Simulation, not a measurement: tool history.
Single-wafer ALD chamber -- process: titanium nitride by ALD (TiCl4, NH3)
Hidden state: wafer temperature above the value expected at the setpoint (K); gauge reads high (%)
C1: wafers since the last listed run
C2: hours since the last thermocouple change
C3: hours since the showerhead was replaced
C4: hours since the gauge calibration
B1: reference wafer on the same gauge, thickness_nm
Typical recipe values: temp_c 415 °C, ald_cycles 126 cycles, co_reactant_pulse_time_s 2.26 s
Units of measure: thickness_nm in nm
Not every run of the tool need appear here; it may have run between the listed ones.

{"run": 1, "hour": 0.0, "temp_c": 415, "ald_cycles": 126, "co_reactant_pulse_time_s": 2.26, "C1": 0, "C2": 1936.1, "C3": 4967.4, "C4": 2625.2, "B1": 2.805, "thickness_nm": 2.742}
{"run": 2, "hour": 51.8, "temp_c": 415, "ald_cycles": 126, "co_reactant_pulse_time_s": 2.26, "C1": 123, "C2": 1987.9, "C3": 5019.2, "C4": 2677.0, "B1": 2.804, "thickness_nm": 2.734}
{"run": 3, "hour": 135.7, "temp_c": 415, "ald_cycles": 126, "co_reactant_pulse_time_s": 2.26, "C1": 199, "C2": 2071.8, "C3": 5103.1, "C4": 2760.9, "B1": 2.803, "thickness_nm": 2.74}
{"run": 4, "hour": 201.2, "temp_c": 415, "ald_cycles": 126, "co_reactant_pulse_time_s": 2.26, "C1": 155, "C2": 2137.3, "C3": 5168.6, "C4": 2826.4, "B1": 2.804, "thickness_nm": 2.754}
{"run": 5, "hour": 300.2, "temp_c": 415, "ald_cycles": 126, "co_reactant_pulse_time_s": 2.26, "C1": 235, "C2": 2236.3, "C3": 5267.6, "C4": 2925.4, "B1": 2.801, "thickness_nm": 2.733}
{"hour": 371.2, "done": "thermocouple changed; heater temperature recalibrated"}
{"run": 6, "hour": 371.7, "temp_c": 404, "ald_cycles": 126, "co_reactant_pulse_time_s": 2.26, "C1": 151, "C2": 0.5, "C3": 5339.1, "C4": 2996.9, "B1": 2.8, "thickness_nm": 2.713}
{"run": 7, "hour": 420.6, "temp_c": 404, "ald_cycles": 126, "co_reactant_pulse_time_s": 2.26, "C1": 116, "C2": 49.4, "C3": 5388.0, "C4": 3045.8, "B1": 2.799, "thickness_nm": 2.727}
{"run": 8, "hour": 521.7, "temp_c": 404, "ald_cycles": 126, "co_reactant_pulse_time_s": 2.26, "C1": 240, "C2": 150.5, "C3": 5489.1, "C4": 3146.9, "B1": 2.798, "thickness_nm": 2.725}
{"run": 9, "hour": 610.9, "temp_c": 415, "ald_cycles": 126, "co_reactant_pulse_time_s": 2.26, "C1": 212, "C2": 239.7, "C3": 5578.3, "C4": 3236.1, "B1": 2.797, "thickness_nm": 2.733}
{"run": 10, "hour": 652.0, "temp_c": 415, "ald_cycles": 126, "co_reactant_pulse_time_s": 2.26, "C1": 97, "C2": 280.8, "C3": 5619.4, "C4": 3277.2, "B1": 2.795, "thickness_nm": 2.737}
{"run": 11, "hour": 714.2, "temp_c": 415, "ald_cycles": 126, "co_reactant_pulse_time_s": 2.26, "C1": 147, "C2": 343.0, "C3": 5681.6, "C4": 3339.4, "B1": 2.796, "thickness_nm": 2.732}
{"run": 12, "hour": 787.8, "temp_c": 415, "ald_cycles": 142, "co_reactant_pulse_time_s": 2.26, "C1": 175, "C2": 416.6, "C3": 5755.2, "C4": 3413.0, "B1": 2.793, "thickness_nm": 3.074}
{"hour": 806.8, "done": "gauge calibrated"}
{"run": 13, "hour": 866.1, "temp_c": 415, "ald_cycles": 142, "co_reactant_pulse_time_s": 2.26, "C1": 186, "C2": 494.9, "C3": 5833.5, "C4": 59.3, "B1": 2.831, "thickness_nm": 3.113}
{"run": 14, "hour": 932.0, "temp_c": 415, "ald_cycles": 126, "co_reactant_pulse_time_s": 2.26, "C1": 156, "C2": 560.8, "C3": 5899.4, "C4": 125.2, "B1": 2.833, "thickness_nm": 2.756}
{"run": 15, "hour": 993.7, "temp_c": 415, "ald_cycles": 126, "co_reactant_pulse_time_s": 2.26, "C1": 146, "C2": 622.5, "C3": 5961.1, "C4": 186.9, "B1": 2.829, "thickness_nm": 2.766}
{"run": 16, "hour": 1049.1, "temp_c": 406, "ald_cycles": 109, "co_reactant_pulse_time_s": 2.26, "C1": 131, "C2": 677.9, "C3": 6016.5, "C4": 242.3, "B1": 2.831, "thickness_nm": 2.395}
{"run": 17, "hour": 1094.6, "temp_c": 415, "ald_cycles": 134, "co_reactant_pulse_time_s": 2.26, "C1": 108, "C2": 723.4, "C3": 6062.0, "C4": 287.8, "B1": 2.829, "thickness_nm": 2.929}
{"run": 18, "hour": 1152.0, "temp_c": 420, "ald_cycles": 113, "co_reactant_pulse_time_s": 1.78, "C1": 136, "C2": 780.8, "C3": 6119.4, "C4": 345.2, "B1": 2.831, "thickness_nm": 2.467}
{"hour": 1213.3, "done": "showerhead replaced"}
{"run": 19, "hour": 1225.5, "temp_c": 426, "ald_cycles": 126, "co_reactant_pulse_time_s": 2.26, "C1": 155, "C2": 854.3, "C3": 12.2, "C4": 418.7, "B1": 2.827, "thickness_nm": 2.778}
{"run": 20, "hour": 1312.1, "temp_c": 415, "ald_cycles": 126, "co_reactant_pulse_time_s": 2.26, "C1": 206, "C2": 940.9, "C3": 98.8, "C4": 505.3, "B1": 2.829, "thickness_nm": 2.76}
{"run": 21, "hour": 1398.5, "temp_c": 424, "ald_cycles": 111, "co_reactant_pulse_time_s": 2.93, "C1": 205, "C2": 1027.3, "C3": 185.2, "C4": 591.7, "B1": 2.823, "thickness_nm": 2.458}
{"run": 22, "hour": 1486.9, "temp_c": 428, "ald_cycles": 126, "co_reactant_pulse_time_s": 1.64, "C1": 210, "C2": 1115.7, "C3": 273.6, "C4": 680.1, "B1": 2.824, "thickness_nm": 2.732}
{"run": 23, "hour": 1584.1, "temp_c": 402, "ald_cycles": 106, "co_reactant_pulse_time_s": 3.08, "C1": 231, "C2": 1212.9, "C3": 370.8, "C4": 777.3, "B1": 2.821, "thickness_nm": 2.349}
{"run": 24, "hour": 1698.3, "temp_c": 415, "ald_cycles": 126, "co_reactant_pulse_time_s": 2.26, "C1": 271, "C2": 1327.1, "C3": 485.0, "C4": 891.5, "B1": 2.822, "thickness_nm": 2.767}
{"run": 25, "hour": 1782.7, "temp_c": 421, "ald_cycles": 138, "co_reactant_pulse_time_s": 1.67, "C1": 200, "C2": 1411.5, "C3": 569.4, "C4": 975.9, "B1": 2.819, "thickness_nm": 2.987}
{"run": 26, "hour": 1836.2, "temp_c": 415, "ald_cycles": 110, "co_reactant_pulse_time_s": 2.78, "C1": 127, "C2": 1465.0, "C3": 622.9, "C4": 1029.4, "B1": 2.822, "thickness_nm": 2.415}
{"run": 27, "hour": 1909.4, "temp_c": 403, "ald_cycles": 126, "co_reactant_pulse_time_s": 2.26, "C1": 174, "C2": 1538.2, "C3": 696.1, "C4": 1102.6, "B1": 2.819, "thickness_nm": 2.748}
{"run": 28, "hour": 1956.8, "temp_c": 415, "ald_cycles": 110, "co_reactant_pulse_time_s": 2.78, "C1": 112, "C2": 1585.6, "C3": 743.5, "C4": 1150.0, "B1": 2.82, "thickness_nm": 2.43}
{"run": 29, "hour": 1998.0, "temp_c": 415, "ald_cycles": 151, "co_reactant_pulse_time_s": 1.42, "C1": 98, "C2": 1626.8, "C3": 784.7, "C4": 1191.2, "B1": 2.819, "thickness_nm": 3.222}
{"run": 30, "hour": 2072.8, "temp_c": 421, "ald_cycles": 126, "co_reactant_pulse_time_s": 2.74, "C1": 177, "C2": 1701.6, "C3": 859.5, "C4": 1266.0, "B1": 2.818, "thickness_nm": 2.773}
{"run": 31, "hour": 2128.3, "temp_c": 415, "ald_cycles": 107, "co_reactant_pulse_time_s": 2.91, "C1": 132, "C2": 1757.1, "C3": 915.0, "C4": 1321.5, "B1": 2.816, "thickness_nm": 2.35}
{"run": 32, "hour": 2220.4, "temp_c": 415, "ald_cycles": 118, "co_reactant_pulse_time_s": 2.55, "C1": 219, "C2": 1849.2, "C3": 1007.1, "C4": 1413.6, "B1": 2.817, "thickness_nm": 2.59}
{"run": 33, "hour": 2298.8, "temp_c": 429, "ald_cycles": 149, "co_reactant_pulse_time_s": 1.65, "C1": 186, "C2": 1927.6, "C3": 1085.5, "C4": 1492.0, "B1": 2.814, "thickness_nm": 3.217}
{"run": 34, "hour": 2351.1, "temp_c": 403, "ald_cycles": 102, "co_reactant_pulse_time_s": 1.92, "C1": 124, "C2": 1979.9, "C3": 1137.8, "C4": 1544.3, "B1": 2.817, "thickness_nm": 2.205}
{"run": 35, "hour": 2404.3, "temp_c": 415, "ald_cycles": 126, "co_reactant_pulse_time_s": 2.26, "C1": 126, "C2": 2033.1, "C3": 1191.0, "C4": 1597.5, "B1": 2.813, "thickness_nm": 2.754}
{"run": 36, "hour": 2456.1, "temp_c": 406, "ald_cycles": 133, "co_reactant_pulse_time_s": 2.94, "C1": 123, "C2": 2084.9, "C3": 1242.8, "C4": 1649.3, "B1": 2.812, "thickness_nm": 2.932}
{"run": 37, "hour": 2494.9, "temp_c": 415, "ald_cycles": 126, "co_reactant_pulse_time_s": 2.26, "C1": 92, "C2": 2123.7, "C3": 1281.6, "C4": 1688.1, "B1": 2.812, "thickness_nm": 2.753}
{"run": 38, "hour": 2562.1, "temp_c": 423, "ald_cycles": 141, "co_reactant_pulse_time_s": 2.26, "C1": 159, "C2": 2190.9, "C3": 1348.8, "C4": 1755.3, "B1": 2.812, "thickness_nm": 3.07}
{"hour": 2597.5, "done": "thermocouple changed; heater temperature recalibrated"}
{"run": 39, "hour": 2656.9, "temp_c": 415, "ald_cycles": 111, "co_reactant_pulse_time_s": 2.26, "C1": 206, "C2": 59.4, "C3": 1443.6, "C4": 1850.1, "B1": 2.809, "thickness_nm": 2.419}

Entry by entry between the runs, the difference in hidden state between the last listed run before and the first listed run after:
Runs 5 to 6: thermocouple changed; heater temperature recalibrated (hour 371.2)
  gauge reads high (%): -1.04 -> -1.07
  the result without the hidden state subtracted from the measured one, thickness_nm: -0.029 -> -0.030 nm
Runs 12 to 13: gauge calibrated (hour 806.8)
  gauge reads high (%): -1.25 -> 0.0987
  the result without the hidden state subtracted from the measured one, thickness_nm: -0.039 -> +0.003 nm
Runs 18 to 19: showerhead replaced (hour 1213.3)
  gauge reads high (%): -0.0281 -> -0.0607
  the result without the hidden state subtracted from the measured one, thickness_nm: -0.001 -> -0.002 nm
Runs 38 to 39: thermocouple changed; heater temperature recalibrated (hour 2597.5)
  gauge reads high (%): -0.653 -> -0.696
  the result without the hidden state subtracted from the measured one, thickness_nm: -0.020 -> -0.017 nm

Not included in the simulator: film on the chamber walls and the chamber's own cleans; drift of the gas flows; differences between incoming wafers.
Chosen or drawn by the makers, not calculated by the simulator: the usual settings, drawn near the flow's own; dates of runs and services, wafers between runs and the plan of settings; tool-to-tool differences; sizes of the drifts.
